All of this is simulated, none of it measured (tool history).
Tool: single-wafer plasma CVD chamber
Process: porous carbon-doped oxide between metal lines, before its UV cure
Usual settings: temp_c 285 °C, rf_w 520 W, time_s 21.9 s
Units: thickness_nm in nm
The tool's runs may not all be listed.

run    hour  temp_c  rf_w  time_s  wafers since the last listed run  hours since the last thermocouple change  hours since the last RF generator calibration  hours since the showerhead was replaced  hours since the gauge calibration  read-back reference wafer on the same gauge, thickness_nm  thickness_nm
  1       0     285   575    21.9                                 0                                    1152.4                                         1601.7                                   2907.2                             2055.2                                                     96.167       128.421
  2    67.9     285   575    21.9                              1710                                    1220.3                                         1669.6                                   2975.1                             2123.1                                                     95.848       126.294
  3   197.8     285   575    21.9                              3272                                    1350.2                                         1799.5                                     3105                               2253                                                      96.08       127.449
  4   230.5     285   520    21.9                               823                                    1382.9                                         1832.2                                   3137.7                             2285.7                                                     96.008       114.574
  5   277.5     285   520    21.9                              1184                                    1429.9                                         1879.2                                   3184.7                             2332.7                                                     96.112       114.935
  6   331.9     285   520    21.9                              1370                                    1484.3                                         1933.6                                   3239.1                             2387.1                                                     96.069       115.496
      350.8  -- thermocouple changed; heater temperature recalibrated
  7   369.1     285   460    21.9                               735                                      18.3                                         1970.8                                   3276.3                             2424.3                                                     96.011       100.293
      381.1  -- gauge calibrated
  8   440.7     285   460    21.9                              1803                                      89.9                                         2042.4                                   3347.9                               59.6                                                     95.907       100.619
  9   509.4     285   520    21.9                              1730                                     158.6                                         2111.1                                   3416.6                              128.3                                                      95.92        114.28
 10   561.6     285   520    21.9                              1315                                     210.8                                         2163.3                                   3468.8                              180.5                                                     95.927       113.861
 11   616.3     285   470    21.9                              1378                                     265.5                                           2218                                   3523.5                              235.2                                                     95.932       101.918
 12   669.9     285   520    21.9                              1350                                     319.1                                         2271.6                                   3577.1                              288.8                                                     96.026       114.448
 13   714.3     285   520    21.9                              1118                                     363.5                                           2316                                   3621.5                              333.2                                                     95.861       114.924
 14   741.1     285   520    21.9                               675                                     390.3                                         2342.8                                   3648.3                                360                                                     96.011       112.831
 15   783.2     272   590    20.1                              1060                                     432.4                                         2384.9                                   3690.4                              402.1                                                     96.015       128.033
 16   836.1     285   520    21.9                              1332                                     485.3                                         2437.8                                   3743.3                                455                                                      95.96       113.078
 17   879.2     285   520    21.9                              1085                                     528.4                                         2480.9                                   3786.4                              498.1                                                     95.911       112.679
 18   935.3     281   605    25.8                              1413                                     584.5                                           2537                                   3842.5                              554.2                                                     96.121       156.045
      950.8  -- RF generator calibrated
      954.8  -- showerhead replaced
 19   977.4     270   520    21.9                               758                                     626.6                                           26.6                                     22.6                              596.3                                                     95.929       118.535
 20  1046.5     285   520    21.9                              1740                                     695.7                                           95.7                                     91.7                              665.4                                                      96.08        108.52
 21  1103.8     285   520    21.9                              1443                                       753                                            153                                      149                              722.7                                                     95.979        107.43
 22  1160.7     285   520    19.2                              1433                                     809.9                                          209.9                                    205.9                              779.6                                                     96.058        94.311
 23  1199.6     290   575    25.9                               980                                     848.8                                          248.8                                    244.8                              818.5                                                     96.205       135.196
     1263.8  -- RF generator calibrated, repeated, since the last time left the tool worse
 24  1264.3     275   475    18.7                              1428                                     913.5                                            0.5                                    309.5                              883.2                                                     95.943        99.244
 25    1318     276   485    18.9                              1352                                     967.2                                           54.2                                    363.2                              936.9                                                     95.915       101.873
 26  1363.2     297   520    18.5                              1138                                    1012.4                                           99.4                                    408.4                              982.1                                                     95.856        95.474
 27  1393.4     280   475    21.9                               760                                    1042.6                                          129.6                                    438.6                             1012.3                                                     95.936       112.194
 28  1421.1     285   435    26.1                               697                                    1070.3                                          157.3                                    466.3                               1040                                                     96.037       116.579
 29  1498.4     294   495    21.9                              1947                                    1147.6                                          234.6                                    543.6                             1117.3                                                     95.986       109.111
 30  1529.8     285   520    21.9                               791                                      1179                                            266                                      575                             1148.7                                                     96.094       118.271
 31  1590.8     295   520    25.1                              1536                                      1240                                            327                                      636                             1209.7                                                     96.099       128.372
 32    1624     270   600    24.3                               836                                    1273.2                                          360.2                                    669.2                             1242.9                                                     96.113       162.625
     1652.2  -- thermocouple changed; heater temperature recalibrated
 33  1687.4     285   520    25.1                              1395                                      35.2                                          423.6                                    732.6                             1306.3                                                     96.104       135.715
 34  1711.7     277   480    21.9                               612                                      59.5                                          447.9                                    756.9                             1330.6                                                     96.065       115.542
 35  1775.2     278   520    21.9                              1599                                       123                                          511.4                                    820.4                             1394.1                                                     95.978       122.363

Hidden state or all else? Some run-to-run changes of thickness_nm, split into what the settings, what came in and random variation would give without the hidden state, and what is left for the hidden state (with any gauge scatter that isn't in both results):
The hidden state here: wafer temperature above the value expected at the setpoint (K); delivered RF power above the setpoint (%); gauge reads high (%).
Run 17 -> 18: temp_c 285 -> 281, rf_w 520 -> 605, time_s 21.9 -> 25.8. thickness_nm +43.366 nm: hidden state -2.396, all else +45.762.
Run 18 -> 19: temp_c 281 -> 270, rf_w 605 -> 520, time_s 25.8 -> 21.9, RF generator calibrated, showerhead replaced. thickness_nm -37.51 nm: hidden state -4.464, all else -33.046.
Run 22 -> 23: temp_c 285 -> 290, rf_w 520 -> 575, time_s 19.2 -> 25.9. thickness_nm +40.885 nm: hidden state -4.167, all else +45.052.
Run 23 -> 24: temp_c 290 -> 275, rf_w 575 -> 475, time_s 25.9 -> 18.7, RF generator calibrated, repeated, since the last time left the tool worse. thickness_nm -35.952 nm: hidden state +15.129, all else -51.081.

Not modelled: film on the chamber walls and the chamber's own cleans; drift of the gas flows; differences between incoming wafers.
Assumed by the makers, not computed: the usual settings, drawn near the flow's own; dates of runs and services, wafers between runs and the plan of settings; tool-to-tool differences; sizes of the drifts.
